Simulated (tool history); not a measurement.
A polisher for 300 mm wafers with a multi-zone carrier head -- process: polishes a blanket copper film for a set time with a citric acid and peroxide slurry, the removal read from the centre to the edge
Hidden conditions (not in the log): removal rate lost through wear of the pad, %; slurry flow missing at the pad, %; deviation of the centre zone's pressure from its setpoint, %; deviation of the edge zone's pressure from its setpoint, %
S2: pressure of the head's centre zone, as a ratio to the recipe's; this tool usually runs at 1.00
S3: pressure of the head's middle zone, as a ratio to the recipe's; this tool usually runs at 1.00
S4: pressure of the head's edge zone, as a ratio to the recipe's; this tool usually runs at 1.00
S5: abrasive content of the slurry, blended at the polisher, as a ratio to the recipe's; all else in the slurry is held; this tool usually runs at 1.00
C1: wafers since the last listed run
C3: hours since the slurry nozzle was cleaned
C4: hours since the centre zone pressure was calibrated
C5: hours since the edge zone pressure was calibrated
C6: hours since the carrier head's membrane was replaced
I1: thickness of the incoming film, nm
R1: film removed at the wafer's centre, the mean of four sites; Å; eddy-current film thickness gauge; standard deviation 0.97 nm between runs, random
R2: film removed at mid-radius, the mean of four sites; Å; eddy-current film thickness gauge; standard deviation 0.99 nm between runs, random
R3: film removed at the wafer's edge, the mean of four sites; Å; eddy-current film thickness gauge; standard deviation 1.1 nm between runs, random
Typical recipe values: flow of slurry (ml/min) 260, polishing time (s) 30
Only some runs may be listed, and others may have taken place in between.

run 1 hour=0.0 | flow_of_slurry_(ml/min)=260 S2=1.00 S3=1.00 S4=1.00 S5=1.00 polishing_time_(s)=30 | C1=0 wafers_polished_on_this_pad=176 C3=263.6 C4=316.8 C5=652.6 C6=509.7 | I1=1111.0 | R1=806 R2=862 R3=917
-- hour=43.6 centre zone pressure recalibrated
run 2 hour=53.5 | flow_of_slurry_(ml/min)=260 S2=1.00 S3=1.00 S4=1.03 S5=1.00 polishing_time_(s)=30 | C1=865 wafers_polished_on_this_pad=1042 C3=317.1 C4=9.9 C5=706.1 C6=563.2 | I1=1112.8 | R1=845 R2=866 R3=914
-- hour=100.4 worn pad replaced by a new one
run 3 hour=120.9 | flow_of_slurry_(ml/min)=260 S2=1.00 S3=1.00 S4=1.00 S5=0.75 polishing_time_(s)=30 | C1=1065 wafers_polished_on_this_pad=345 C3=384.5 C4=77.3 C5=773.5 C6=630.6 | I1=1103.7 | R1=788 R2=814 R3=816
run 4 hour=162.1 | flow_of_slurry_(ml/min)=260 S2=1.00 S3=1.00 S4=1.00 S5=0.75 polishing_time_(s)=30 | C1=692 wafers_polished_on_this_pad=1037 C3=425.7 C4=118.5 C5=814.7 C6=671.8 | I1=1098.3 | R1=792 R2=811 R3=816
run 5 hour=200.1 | flow_of_slurry_(ml/min)=260 S2=1.00 S3=1.00 S4=1.00 S5=0.75 polishing_time_(s)=30 | C1=638 wafers_polished_on_this_pad=1676 C3=463.7 C4=156.5 C5=852.7 C6=709.8 | I1=1110.3 | R1=802 R2=798 R3=826
-- hour=227.1 worn pad replaced by a new one, of another model than before
run 6 hour=237.8 | flow_of_slurry_(ml/min)=260 S2=1.00 S3=1.06 S4=1.00 S5=1.00 polishing_time_(s)=30 | C1=566 wafers_polished_on_this_pad=180 C3=501.4 C4=194.2 C5=890.4 C6=747.5 | I1=1111.5 | R1=845 R2=906 R3=887
-- hour=254.1 carrier head's membrane replaced by a new one
-- hour=268.7 slurry nozzle cleaned
run 7 hour=274.2 | flow_of_slurry_(ml/min)=260 S2=1.00 S3=1.06 S4=1.00 S5=1.00 polishing_time_(s)=30 | C1=511 wafers_polished_on_this_pad=691 C3=5.5 C4=230.6 C5=926.8 C6=20.1 | I1=1107.0 | R1=841 R2=917 R3=889
run 8 hour=316.6 | flow_of_slurry_(ml/min)=260 S2=1.00 S3=1.00 S4=1.00 S5=1.10 polishing_time_(s)=30 | C1=712 wafers_polished_on_this_pad=1404 C3=47.9 C4=273.0 C5=969.2 C6=62.5 | I1=1118.2 | R1=860 R2=873 R3=932
-- hour=337.0 worn pad replaced by a new one
-- hour=337.8 centre zone pressure recalibrated
run 9 hour=373.9 | flow_of_slurry_(ml/min)=260 S2=0.90 S3=1.00 S4=0.95 S5=1.00 polishing_time_(s)=36 | C1=881 wafers_polished_on_this_pad=606 C3=105.2 C4=36.1 C5=1026.5 C6=119.8 | I1=1097.1 | R1=949 R2=1028 R3=1036
-- hour=400.7 edge zone pressure recalibrated
run 10 hour=420.0 | flow_of_slurry_(ml/min)=260 S2=0.97 S3=1.00 S4=1.00 S5=1.00 polishing_time_(s)=30 | C1=741 wafers_polished_on_this_pad=1347 C3=151.3 C4=82.2 C5=19.3 C6=165.9 | I1=1132.4 | R1=841 R2=889 R3=888
-- hour=445.9 worn pad replaced by a new one
run 11 hour=450.7 | flow_of_slurry_(ml/min)=260 S2=1.00 S3=1.00 S4=1.04 S5=1.00 polishing_time_(s)=25 | C1=448 wafers_polished_on_this_pad=81 C3=182.0 C4=112.9 C5=50.0 C6=196.6 | I1=1125.4 | R1=729 R2=714 R3=774
run 12 hour=494.9 | flow_of_slurry_(ml/min)=260 S2=1.00 S3=1.00 S4=1.00 S5=1.00 polishing_time_(s)=30 | C1=742 wafers_polished_on_this_pad=824 C3=226.2 C4=157.1 C5=94.2 C6=240.8 | I1=1135.8 | R1=871 R2=882 R3=900
run 13 hour=528.7 | flow_of_slurry_(ml/min)=260 S2=1.05 S3=1.00 S4=1.00 S5=1.00 polishing_time_(s)=30 | C1=568 wafers_polished_on_this_pad=1392 C3=260.0 C4=190.9 C5=128.0 C6=274.6 | I1=1096.7 | R1=888 R2=875 R3=905
-- hour=556.0 worn pad replaced by a new one
run 14 hour=597.2 | flow_of_slurry_(ml/min)=260 S2=1.00 S3=1.00 S4=1.00 S5=1.00 polishing_time_(s)=30 | C1=1084 wafers_polished_on_this_pad=692 C3=328.5 C4=259.4 C5=196.5 C6=343.1 | I1=1090.1 | R1=836 R2=871 R3=883

4 options for the next run, each taken on its own from the tool as it stands now. Forecast them:
run A hour=597.6 | flow_of_slurry_(ml/min)=260 S2=1.00 S3=1.00 S4=1.00 S5=1.00 polishing_time_(s)=30 | C1=6 wafers_polished_on_this_pad=699 C3=328.9 C4=259.8 C5=196.9 C6=343.5 | I1=1109.8 | R1=? R2=? R3=?
run B hour=597.6 | flow_of_slurry_(ml/min)=260 S2=1.00 S3=0.90 S4=1.00 S5=1.00 polishing_time_(s)=30 | C1=6 wafers_polished_on_this_pad=699 C3=328.9 C4=259.8 C5=196.9 C6=343.5 | I1=1109.8 | R1=? R2=? R3=?
run C hour=597.6 | flow_of_slurry_(ml/min)=320 S2=1.00 S3=1.00 S4=1.08 S5=0.85 polishing_time_(s)=24 | C1=6 wafers_polished_on_this_pad=699 C3=328.9 C4=259.8 C5=196.9 C6=343.5 | I1=1109.8 | R1=? R2=? R3=?
run D hour=597.6 | flow_of_slurry_(ml/min)=325 S2=1.00 S3=0.96 S4=1.00 S5=1.00 polishing_time_(s)=40 | C1=6 wafers_polished_on_this_pad=699 C3=328.9 C4=259.8 C5=196.9 C6=343.5 | I1=1109.8 | R1=? R2=? R3=?

run=A R1=841 R2=877 R3=888
run=B R1=840 R2=804 R3=889
run=C R1=654 R2=681 R3=714
run=D R1=1138 R2=1147 R3=1197
Had the tool no hidden state, the same runs would have come out as:
run=A R1=870 R2=877 R3=888
run=B R1=870 R2=804 R3=889
run=C R1=677 R2=681 R3=714
run=D R1=1178 R2=1147 R3=1197
